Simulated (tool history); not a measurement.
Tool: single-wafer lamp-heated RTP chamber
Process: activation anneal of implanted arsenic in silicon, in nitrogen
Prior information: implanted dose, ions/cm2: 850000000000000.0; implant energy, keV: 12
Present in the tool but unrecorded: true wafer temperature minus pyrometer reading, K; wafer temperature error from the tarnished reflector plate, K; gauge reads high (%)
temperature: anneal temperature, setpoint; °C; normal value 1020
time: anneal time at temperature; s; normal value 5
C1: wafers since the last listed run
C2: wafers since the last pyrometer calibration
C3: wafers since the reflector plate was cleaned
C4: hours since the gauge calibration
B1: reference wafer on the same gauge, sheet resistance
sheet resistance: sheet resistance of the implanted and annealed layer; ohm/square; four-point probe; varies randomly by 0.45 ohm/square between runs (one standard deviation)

{"run": 1, "hour": 0.0, "temperature": 1032, "time": 5, "C1": 0, "C2": 3216, "C3": 2531, "C4": 366.4, "B1": 175.74, "sheet resistance": 158.58}
{"run": 2, "hour": 14.6, "temperature": 1032, "time": 5, "C1": 175, "C2": 3391, "C3": 2707, "C4": 381.0, "B1": 175.93, "sheet resistance": 158.41}
{"run": 3, "hour": 20.9, "temperature": 1020, "time": 5, "C1": 75, "C2": 3467, "C3": 2783, "C4": 387.3, "B1": 176.27, "sheet resistance": 163.0}
{"run": 4, "hour": 33.4, "temperature": 1020, "time": 5, "C1": 150, "C2": 3618, "C3": 2933, "C4": 399.8, "B1": 175.94, "sheet resistance": 163.41}
{"run": 5, "hour": 48.8, "temperature": 1027, "time": 5, "C1": 185, "C2": 3803, "C3": 3119, "C4": 415.2, "B1": 176.04, "sheet resistance": 159.76}
{"run": 6, "hour": 66.1, "temperature": 1027, "time": 5, "C1": 208, "C2": 4011, "C3": 3327, "C4": 432.5, "B1": 175.92, "sheet resistance": 159.76}
{"run": 7, "hour": 74.6, "temperature": 1020, "time": 5, "C1": 102, "C2": 4114, "C3": 3429, "C4": 441.0, "B1": 175.96, "sheet resistance": 163.18}
{"run": 8, "hour": 82.4, "temperature": 1020, "time": 5, "C1": 93, "C2": 4208, "C3": 3523, "C4": 448.8, "B1": 176.02, "sheet resistance": 162.5}
{"hour": 96.7, "done": "pyrometer window cleaned and pyrometer calibrated"}
{"run": 9, "hour": 97.2, "temperature": 1020, "time": 5, "C1": 81, "C2": 5, "C3": 3605, "C4": 463.6, "B1": 176.11, "sheet resistance": 162.36}
{"run": 10, "hour": 107.4, "temperature": 1020, "time": 5, "C1": 122, "C2": 128, "C3": 3728, "C4": 473.8, "B1": 176.2, "sheet resistance": 162.25}
{"run": 11, "hour": 118.7, "temperature": 1020, "time": 5, "C1": 136, "C2": 264, "C3": 3864, "C4": 485.1, "B1": 175.87, "sheet resistance": 163.12}
{"run": 12, "hour": 127.7, "temperature": 1020, "time": 5, "C1": 108, "C2": 372, "C3": 3972, "C4": 494.1, "B1": 176.15, "sheet resistance": 162.92}
{"run": 13, "hour": 134.3, "temperature": 1028, "time": 4, "C1": 79, "C2": 452, "C3": 4052, "C4": 500.7, "B1": 176.02, "sheet resistance": 162.26}
{"run": 14, "hour": 148.2, "temperature": 1028, "time": 4, "C1": 167, "C2": 619, "C3": 4219, "C4": 514.6, "B1": 176.01, "sheet resistance": 161.68}
{"run": 15, "hour": 155.5, "temperature": 1036, "time": 5, "C1": 87, "C2": 707, "C3": 4307, "C4": 521.9, "B1": 175.97, "sheet resistance": 155.6}
{"run": 16, "hour": 189.9, "temperature": 1048, "time": 6, "C1": 414, "C2": 1121, "C3": 4721, "C4": 556.3, "B1": 175.77, "sheet resistance": 149.13}
{"run": 17, "hour": 196.0, "temperature": 991, "time": 3, "C1": 73, "C2": 1194, "C3": 4794, "C4": 562.4, "B1": 175.93, "sheet resistance": 178.52}
{"run": 18, "hour": 209.4, "temperature": 1041, "time": 7, "C1": 161, "C2": 1356, "C3": 4955, "C4": 575.8, "B1": 175.85, "sheet resistance": 148.21}
{"run": 19, "hour": 222.3, "temperature": 1020, "time": 5, "C1": 155, "C2": 1511, "C3": 5111, "C4": 588.7, "B1": 175.93, "sheet resistance": 161.66}
{"run": 20, "hour": 239.2, "temperature": 1020, "time": 3, "C1": 203, "C2": 1714, "C3": 5314, "C4": 605.6, "B1": 176.24, "sheet resistance": 168.22}
{"run": 21, "hour": 246.5, "temperature": 1020, "time": 5, "C1": 87, "C2": 1802, "C3": 5402, "C4": 612.9, "B1": 175.9, "sheet resistance": 162.35}
{"run": 22, "hour": 259.2, "temperature": 1036, "time": 3, "C1": 152, "C2": 1955, "C3": 5555, "C4": 625.6, "B1": 176.2, "sheet resistance": 163.01}
{"run": 23, "hour": 276.9, "temperature": 1040, "time": 4, "C1": 213, "C2": 2168, "C3": 5768, "C4": 643.3, "B1": 176.0, "sheet resistance": 156.88}
{"run": 24, "hour": 283.6, "temperature": 1020, "time": 8, "C1": 80, "C2": 2249, "C3": 5849, "C4": 650.0, "B1": 175.98, "sheet resistance": 154.3}
{"hour": 286.7, "done": "gauge calibrated"}
{"run": 25, "hour": 294.7, "temperature": 1049, "time": 8, "C1": 133, "C2": 2382, "C3": 5982, "C4": 8.0, "B1": 175.91, "sheet resistance": 143.03}
{"run": 26, "hour": 332.5, "temperature": 1038, "time": 6, "C1": 454, "C2": 2837, "C3": 6437, "C4": 45.8, "B1": 175.87, "sheet resistance": 150.81}
{"hour": 359.9, "done": "reflector plate cleaned"}
{"run": 27, "hour": 366.7, "temperature": 1020, "time": 5, "C1": 315, "C2": 3153, "C3": 81, "C4": 80.0, "B1": 175.94, "sheet resistance": 163.17}
{"run": 28, "hour": 377.8, "temperature": 1009, "time": 3, "C1": 133, "C2": 3286, "C3": 215, "C4": 91.1, "B1": 176.14, "sheet resistance": 173.02}
{"run": 29, "hour": 386.5, "temperature": 1038, "time": 4, "C1": 104, "C2": 3391, "C3": 320, "C4": 99.8, "B1": 175.92, "sheet resistance": 160.12}
{"run": 30, "hour": 396.0, "temperature": 1042, "time": 6, "C1": 114, "C2": 3505, "C3": 434, "C4": 109.3, "B1": 175.98, "sheet resistance": 151.11}
{"run": 31, "hour": 425.6, "temperature": 1020, "time": 5, "C1": 356, "C2": 3862, "C3": 790, "C4": 138.9, "B1": 176.16, "sheet resistance": 162.92}
{"run": 32, "hour": 441.7, "temperature": 998, "time": 7, "C1": 193, "C2": 4056, "C3": 984, "C4": 155.0, "B1": 175.99, "sheet resistance": 166.51}
{"run": 33, "hour": 449.3, "temperature": 1020, "time": 5, "C1": 91, "C2": 4147, "C3": 1076, "C4": 162.6, "B1": 175.99, "sheet resistance": 163.11}
{"run": 34, "hour": 457.1, "temperature": 1005, "time": 7, "C1": 93, "C2": 4241, "C3": 1170, "C4": 170.4, "B1": 175.81, "sheet resistance": 163.8}
{"run": 35, "hour": 467.6, "temperature": 1041, "time": 5, "C1": 126, "C2": 4367, "C3": 1296, "C4": 180.9, "B1": 175.91, "sheet resistance": 154.63}
{"run": 36, "hour": 481.5, "temperature": 1020, "time": 5, "C1": 167, "C2": 4535, "C3": 1463, "C4": 194.8, "B1": 176.09, "sheet resistance": 163.05}
{"hour": 525.9, "done": "pyrometer window cleaned and pyrometer calibrated"}
{"run": 37, "hour": 534.1, "temperature": 1048, "time": 5, "C1": 536, "C2": 98, "C3": 2000, "C4": 247.4, "B1": 175.82, "sheet resistance": 151.61}

What if the next run were any one of these 4? Each begins from the tool's condition after run 37:
{"run": "A", "hour": 534.5, "temperature": 995, "time": 5, "C1": 4, "C2": 103, "C3": 2005, "C4": 247.8, "B1": "?", "sheet resistance": "?"}
{"run": "B", "hour": 534.5, "temperature": 997, "time": 3, "C1": 4, "C2": 103, "C3": 2005, "C4": 247.8, "B1": "?", "sheet resistance": "?"}
{"run": "C", "hour": 534.5, "temperature": 1020, "time": 6, "C1": 4, "C2": 103, "C3": 2005, "C4": 247.8, "B1": "?", "sheet resistance": "?"}
{"run": "D", "hour": 534.5, "temperature": 1037, "time": 6, "C1": 4, "C2": 103, "C3": 2005, "C4": 247.8, "B1": "?", "sheet resistance": "?"}

run=A B1=175.73 sheet_resistance=171.38
run=B B1=175.73 sheet_resistance=176.49
run=C B1=175.73 sheet_resistance=159.63
run=D B1=175.73 sheet_resistance=152.78
Without the tool's hidden state the same runs would have given:
run=A sheet_resistance=172.35
run=B sheet_resistance=177.40
run=C sheet_resistance=160.69
run=D sheet_resistance=153.84

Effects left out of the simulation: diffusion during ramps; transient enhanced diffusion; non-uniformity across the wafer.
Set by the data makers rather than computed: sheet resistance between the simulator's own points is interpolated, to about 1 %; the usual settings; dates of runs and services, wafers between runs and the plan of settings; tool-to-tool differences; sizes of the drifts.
